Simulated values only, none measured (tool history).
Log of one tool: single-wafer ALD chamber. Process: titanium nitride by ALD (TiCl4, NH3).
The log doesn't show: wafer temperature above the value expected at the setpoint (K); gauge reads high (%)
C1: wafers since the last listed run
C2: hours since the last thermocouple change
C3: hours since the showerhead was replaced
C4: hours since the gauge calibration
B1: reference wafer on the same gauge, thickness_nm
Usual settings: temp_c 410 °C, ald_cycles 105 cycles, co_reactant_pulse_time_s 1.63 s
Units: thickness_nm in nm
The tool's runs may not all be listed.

{"run": 1, "day": 0.0, "temp_c": 410, "ald_cycles": 105, "co_reactant_pulse_time_s": 1.63, "C1": 0, "C2": 1568.6, "C3": 2326.4, "C4": 616.1, "B1": 2.301, "thickness_nm": 2.265}
{"run": 2, "day": 0.842, "temp_c": 410, "ald_cycles": 105, "co_reactant_pulse_time_s": 1.63, "C1": 57, "C2": 1588.8, "C3": 2346.6, "C4": 636.3, "B1": 2.3, "thickness_nm": 2.255}
{"run": 3, "day": 3.929, "temp_c": 410, "ald_cycles": 105, "co_reactant_pulse_time_s": 1.63, "C1": 212, "C2": 1662.9, "C3": 2420.7, "C4": 710.4, "B1": 2.301, "thickness_nm": 2.257}
{"run": 4, "day": 4.712, "temp_c": 410, "ald_cycles": 105, "co_reactant_pulse_time_s": 2.11, "C1": 53, "C2": 1681.7, "C3": 2439.5, "C4": 729.2, "B1": 2.301, "thickness_nm": 2.278}
{"run": 5, "day": 5.333, "temp_c": 410, "ald_cycles": 105, "co_reactant_pulse_time_s": 2.11, "C1": 42, "C2": 1696.6, "C3": 2454.4, "C4": 744.1, "B1": 2.3, "thickness_nm": 2.274}
{"run": 6, "day": 6.608, "temp_c": 410, "ald_cycles": 105, "co_reactant_pulse_time_s": 2.11, "C1": 87, "C2": 1727.2, "C3": 2485, "C4": 774.7, "B1": 2.3, "thickness_nm": 2.276}
{"run": 7, "day": 7.446, "temp_c": 410, "ald_cycles": 105, "co_reactant_pulse_time_s": 2.02, "C1": 57, "C2": 1747.3, "C3": 2505.1, "C4": 794.8, "B1": 2.3, "thickness_nm": 2.268}
{"run": 8, "day": 8.612, "temp_c": 418, "ald_cycles": 105, "co_reactant_pulse_time_s": 1.63, "C1": 80, "C2": 1775.3, "C3": 2533.1, "C4": 822.8, "B1": 2.3, "thickness_nm": 2.261}
{"day": 9.658, "done": "showerhead replaced"}
{"run": 9, "day": 9.679, "temp_c": 418, "ald_cycles": 105, "co_reactant_pulse_time_s": 1.63, "C1": 50, "C2": 1800.9, "C3": 0.5, "C4": 848.4, "B1": 2.3, "thickness_nm": 2.269}
{"run": 10, "day": 10.05, "temp_c": 410, "ald_cycles": 105, "co_reactant_pulse_time_s": 1.27, "C1": 25, "C2": 1809.8, "C3": 9.4, "C4": 857.3, "B1": 2.3, "thickness_nm": 2.222}
{"run": 11, "day": 10.717, "temp_c": 410, "ald_cycles": 119, "co_reactant_pulse_time_s": 1.63, "C1": 45, "C2": 1825.8, "C3": 25.4, "C4": 873.3, "B1": 2.3, "thickness_nm": 2.558}
{"day": 12.838, "done": "thermocouple changed; heater temperature recalibrated"}
{"run": 12, "day": 14.062, "temp_c": 410, "ald_cycles": 119, "co_reactant_pulse_time_s": 1.63, "C1": 207, "C2": 29.4, "C3": 105.7, "C4": 953.6, "B1": 2.3, "thickness_nm": 2.564}
{"run": 13, "day": 14.667, "temp_c": 410, "ald_cycles": 105, "co_reactant_pulse_time_s": 1.63, "C1": 41, "C2": 43.9, "C3": 120.2, "C4": 968.1, "B1": 2.3, "thickness_nm": 2.256}
{"run": 14, "day": 15.921, "temp_c": 410, "ald_cycles": 105, "co_reactant_pulse_time_s": 1.63, "C1": 86, "C2": 74, "C3": 150.3, "C4": 998.2, "B1": 2.3, "thickness_nm": 2.258}
{"run": 15, "day": 19.817, "temp_c": 410, "ald_cycles": 105, "co_reactant_pulse_time_s": 1.63, "C1": 268, "C2": 167.5, "C3": 243.8, "C4": 1091.7, "B1": 2.3, "thickness_nm": 2.259}
{"run": 16, "day": 20.429, "temp_c": 421, "ald_cycles": 114, "co_reactant_pulse_time_s": 1.32, "C1": 42, "C2": 182.2, "C3": 258.5, "C4": 1106.4, "B1": 2.301, "thickness_nm": 2.445}
{"run": 17, "day": 21.525, "temp_c": 410, "ald_cycles": 105, "co_reactant_pulse_time_s": 1.63, "C1": 75, "C2": 208.5, "C3": 284.8, "C4": 1132.7, "B1": 2.3, "thickness_nm": 2.262}
{"run": 18, "day": 22.812, "temp_c": 424, "ald_cycles": 85, "co_reactant_pulse_time_s": 1.01, "C1": 88, "C2": 239.4, "C3": 315.7, "C4": 1163.6, "B1": 2.3, "thickness_nm": 1.811}
{"run": 19, "day": 24.096, "temp_c": 404, "ald_cycles": 85, "co_reactant_pulse_time_s": 1.01, "C1": 88, "C2": 270.2, "C3": 346.5, "C4": 1194.4, "B1": 2.3, "thickness_nm": 1.772}
{"day": 24.608, "done": "gauge calibrated"}
{"run": 20, "day": 25.592, "temp_c": 410, "ald_cycles": 105, "co_reactant_pulse_time_s": 1.63, "C1": 102, "C2": 306.1, "C3": 382.4, "C4": 23.6, "B1": 2.298, "thickness_nm": 2.257}
{"run": 21, "day": 26.25, "temp_c": 424, "ald_cycles": 95, "co_reactant_pulse_time_s": 1.63, "C1": 45, "C2": 321.9, "C3": 398.2, "C4": 39.4, "B1": 2.301, "thickness_nm": 2.06}
{"run": 22, "day": 27.238, "temp_c": 418, "ald_cycles": 105, "co_reactant_pulse_time_s": 1.63, "C1": 67, "C2": 345.6, "C3": 421.9, "C4": 63.1, "B1": 2.3, "thickness_nm": 2.274}
{"run": 23, "day": 28.488, "temp_c": 410, "ald_cycles": 105, "co_reactant_pulse_time_s": 1.38, "C1": 86, "C2": 375.6, "C3": 451.9, "C4": 93.1, "B1": 2.3, "thickness_nm": 2.238}
{"run": 24, "day": 29.708, "temp_c": 410, "ald_cycles": 116, "co_reactant_pulse_time_s": 1.63, "C1": 84, "C2": 404.9, "C3": 481.2, "C4": 122.4, "B1": 2.299, "thickness_nm": 2.495}
{"run": 25, "day": 30.771, "temp_c": 410, "ald_cycles": 105, "co_reactant_pulse_time_s": 1.63, "C1": 73, "C2": 430.4, "C3": 506.7, "C4": 147.9, "B1": 2.3, "thickness_nm": 2.255}
{"run": 26, "day": 32.183, "temp_c": 410, "ald_cycles": 120, "co_reactant_pulse_time_s": 1.38, "C1": 97, "C2": 464.3, "C3": 540.6, "C4": 181.8, "B1": 2.3, "thickness_nm": 2.548}
{"run": 27, "day": 33.233, "temp_c": 415, "ald_cycles": 105, "co_reactant_pulse_time_s": 1.94, "C1": 72, "C2": 489.5, "C3": 565.8, "C4": 207, "B1": 2.299, "thickness_nm": 2.271}
{"run": 28, "day": 34.6, "temp_c": 410, "ald_cycles": 84, "co_reactant_pulse_time_s": 1.63, "C1": 94, "C2": 522.3, "C3": 598.6, "C4": 239.8, "B1": 2.3, "thickness_nm": 1.8}
{"run": 29, "day": 35.629, "temp_c": 414, "ald_cycles": 105, "co_reactant_pulse_time_s": 1.33, "C1": 70, "C2": 547, "C3": 623.3, "C4": 264.5, "B1": 2.298, "thickness_nm": 2.244}
{"run": 30, "day": 36.579, "temp_c": 406, "ald_cycles": 105, "co_reactant_pulse_time_s": 1.63, "C1": 65, "C2": 569.8, "C3": 646.1, "C4": 287.3, "B1": 2.301, "thickness_nm": 2.246}
{"run": 31, "day": 37.146, "temp_c": 410, "ald_cycles": 105, "co_reactant_pulse_time_s": 1.04, "C1": 38, "C2": 583.4, "C3": 659.7, "C4": 300.9, "B1": 2.3, "thickness_nm": 2.21}
{"run": 32, "day": 37.746, "temp_c": 419, "ald_cycles": 122, "co_reactant_pulse_time_s": 1.63, "C1": 41, "C2": 597.8, "C3": 674.1, "C4": 315.3, "B1": 2.3, "thickness_nm": 2.635}
{"run": 33, "day": 38.271, "temp_c": 397, "ald_cycles": 87, "co_reactant_pulse_time_s": 1.09, "C1": 36, "C2": 610.4, "C3": 686.7, "C4": 327.9, "B1": 2.299, "thickness_nm": 1.815}
{"run": 34, "day": 38.933, "temp_c": 414, "ald_cycles": 105, "co_reactant_pulse_time_s": 1.33, "C1": 45, "C2": 626.3, "C3": 702.6, "C4": 343.8, "B1": 2.3, "thickness_nm": 2.238}
{"run": 35, "day": 39.633, "temp_c": 419, "ald_cycles": 105, "co_reactant_pulse_time_s": 2.12, "C1": 48, "C2": 643.1, "C3": 719.4, "C4": 360.6, "B1": 2.3, "thickness_nm": 2.278}
{"run": 36, "day": 41.012, "temp_c": 400, "ald_cycles": 98, "co_reactant_pulse_time_s": 2.03, "C1": 94, "C2": 676.2, "C3": 752.5, "C4": 393.7, "B1": 2.301, "thickness_nm": 2.114}
{"run": 37, "day": 42.112, "temp_c": 402, "ald_cycles": 89, "co_reactant_pulse_time_s": 1.07, "C1": 75, "C2": 702.6, "C3": 778.9, "C4": 420.1, "B1": 2.3, "thickness_nm": 1.862}
{"run": 38, "day": 43.221, "temp_c": 419, "ald_cycles": 119, "co_reactant_pulse_time_s": 1.35, "C1": 76, "C2": 729.2, "C3": 805.5, "C4": 446.7, "B1": 2.301, "thickness_nm": 2.554}
{"run": 39, "day": 44.317, "temp_c": 410, "ald_cycles": 105, "co_reactant_pulse_time_s": 2.11, "C1": 75, "C2": 755.5, "C3": 831.8, "C4": 473, "B1": 2.301, "thickness_nm": 2.273}

5 ways to go on from here, each from the tool as it stands after run 39. What would each give?
{"run": "A", "day": 44.342, "temp_c": 410, "ald_cycles": 105, "co_reactant_pulse_time_s": 1.63, "C1": 1, "C2": 756.1, "C3": 832.4, "C4": 473.6, "B1": "?", "thickness_nm": "?"}
{"run": "B", "day": 44.342, "temp_c": 416, "ald_cycles": 122, "co_reactant_pulse_time_s": 1.63, "C1": 1, "C2": 756.1, "C3": 832.4, "C4": 473.6, "B1": "?", "thickness_nm": "?"}
{"run": "C", "day": 44.342, "temp_c": 396, "ald_cycles": 105, "co_reactant_pulse_time_s": 2.18, "C1": 1, "C2": 756.1, "C3": 832.4, "C4": 473.6, "B1": "?", "thickness_nm": "?"}
{"run": "D", "day": 44.342, "temp_c": 424, "ald_cycles": 121, "co_reactant_pulse_time_s": 1.02, "C1": 1, "C2": 756.1, "C3": 832.4, "C4": 473.6, "B1": "?", "thickness_nm": "?"}
{"run": "E", "day": 44.342, "temp_c": 421, "ald_cycles": 122, "co_reactant_pulse_time_s": 2.28, "C1": 1, "C2": 756.1, "C3": 832.4, "C4": 473.6, "B1": "?", "thickness_nm": "?"}

run=A B1=2.299 thickness_nm=2.253
run=B B1=2.299 thickness_nm=2.627
run=C B1=2.299 thickness_nm=2.257
run=D B1=2.299 thickness_nm=2.575
run=E B1=2.299 thickness_nm=2.658
Without the tool's hidden state the same runs would have given:
run=A thickness_nm=2.253
run=B thickness_nm=2.627
run=C thickness_nm=2.257
run=D thickness_nm=2.575
run=E thickness_nm=2.658

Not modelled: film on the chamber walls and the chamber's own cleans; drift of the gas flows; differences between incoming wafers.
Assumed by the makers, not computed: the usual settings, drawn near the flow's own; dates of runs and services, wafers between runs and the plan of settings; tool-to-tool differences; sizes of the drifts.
